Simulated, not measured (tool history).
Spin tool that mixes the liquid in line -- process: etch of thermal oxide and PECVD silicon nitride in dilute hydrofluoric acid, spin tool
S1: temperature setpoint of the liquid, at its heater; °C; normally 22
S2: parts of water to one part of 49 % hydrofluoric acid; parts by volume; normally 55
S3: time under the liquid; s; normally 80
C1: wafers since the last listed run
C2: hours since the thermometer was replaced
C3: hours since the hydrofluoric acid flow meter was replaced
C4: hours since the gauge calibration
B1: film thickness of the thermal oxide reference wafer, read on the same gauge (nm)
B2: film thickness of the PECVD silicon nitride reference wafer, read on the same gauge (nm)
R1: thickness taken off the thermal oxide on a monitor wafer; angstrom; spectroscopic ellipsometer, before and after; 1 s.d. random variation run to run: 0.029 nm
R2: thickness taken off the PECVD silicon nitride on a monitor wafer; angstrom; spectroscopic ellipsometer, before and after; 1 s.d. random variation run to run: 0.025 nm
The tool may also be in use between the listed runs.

| run | hour | S1 | S2 | S3 | C1 | C2 | C3 | C4 | B1 | B2 | R1 | R2 |
|---|---|---|---|---|---|---|---|---|---|---|---|---|
| 1 | 0 | 22 | 55 | 80 | 0 | 2317.7 | 515 | 1647.4 | 39.99 | 99.96 | 71.4 | 76.2 |
| 2 | 51.5 | 22 | 55 | 80 | 435 | 2369.2 | 566.5 | 1698.9 | 39.97 | 99.96 | 71.2 | 76.2 |
| 3 | 78.1 | 22 | 55 | 80 | 224 | 2395.8 | 593.1 | 1725.5 | 39.99 | 100.02 | 70.8 | 76.3 |
| 4 | 130.6 | 22 | 55 | 80 | 443 | 2448.3 | 645.6 | 1778 | 40 | 99.99 | 71.1 | 76.2 |
| 5 | 176.7 | 22 | 55 | 80 | 389 | 2494.4 | 691.7 | 1824.1 | 40.03 | 100.02 | 71.3 | 76.1 |
| 6 | 214.7 | 24.5 | 55 | 80 | 321 | 2532.4 | 729.7 | 1862.1 | 39.99 | 99.99 | 79.4 | 90.2 |
| 7 | 284.8 | 22 | 45 | 80 | 592 | 2602.5 | 799.8 | 1932.2 | 40.03 | 99.99 | 88.5 | 92.6 |
| 8 | 343.8 | 19 | 35 | 120 | 498 | 2661.5 | 858.8 | 1991.2 | 39.99 | 100 | 151.5 | 143.4 |
| 9 | 380.4 | 20 | 75 | 80 | 309 | 2698.1 | 895.4 | 2027.8 | 39.99 | 100.05 | 46.9 | 49.3 |
| 10 | 447.6 | 22 | 55 | 80 | 567 | 2765.3 | 962.6 | 2095 | 40 | 100 | 71.1 | 75.9 |
| 11 | 485.6 | 22 | 40 | 115 | 321 | 2803.3 | 1000.6 | 2133 | 40.01 | 100.01 | 143 | 149.5 |
|  | 487.5 | gauge calibrated |
|  | 553.2 | hydrofluoric acid flow meter replaced |
| 12 | 553.7 | 20 | 80 | 120 | 566 | 2871.4 | 0.5 | 66.2 | 39.98 | 99.98 | 65.7 | 69 |
| 13 | 608.7 | 26.5 | 70 | 50 | 464 | 2926.4 | 55.5 | 121.2 | 40 | 100.05 | 41.2 | 51 |
| 14 | 660.5 | 22 | 35 | 80 | 437 | 2978.2 | 107.3 | 173 | 39.99 | 99.99 | 115.1 | 117.8 |
| 15 | 710.4 | 22 | 40 | 80 | 421 | 3028.1 | 157.2 | 222.9 | 39.96 | 100.01 | 100.4 | 103.7 |
| 16 | 754.8 | 22 | 55 | 30 | 375 | 3072.5 | 201.6 | 267.3 | 39.99 | 99.98 | 26.6 | 28.4 |
|  | 792.6 | thermometer replaced |
| 17 | 808 | 22 | 55 | 80 | 441 | 15.4 | 254.8 | 320.5 | 40.01 | 99.99 | 71.4 | 76.1 |

Expected results for the next run?
| 18 | 871 | 19 | 35 | 120 | 532 | 78.4 | 317.8 | 383.5 | ? | ? | ? | ? |

For run 18 the tool returned B1 40.01, B2 100, R1 150.8 angstrom, R2 143.4 angstrom.
With no hidden state in the tool, this same run would have given R1 150.8 angstrom, R2 143.4 angstrom.
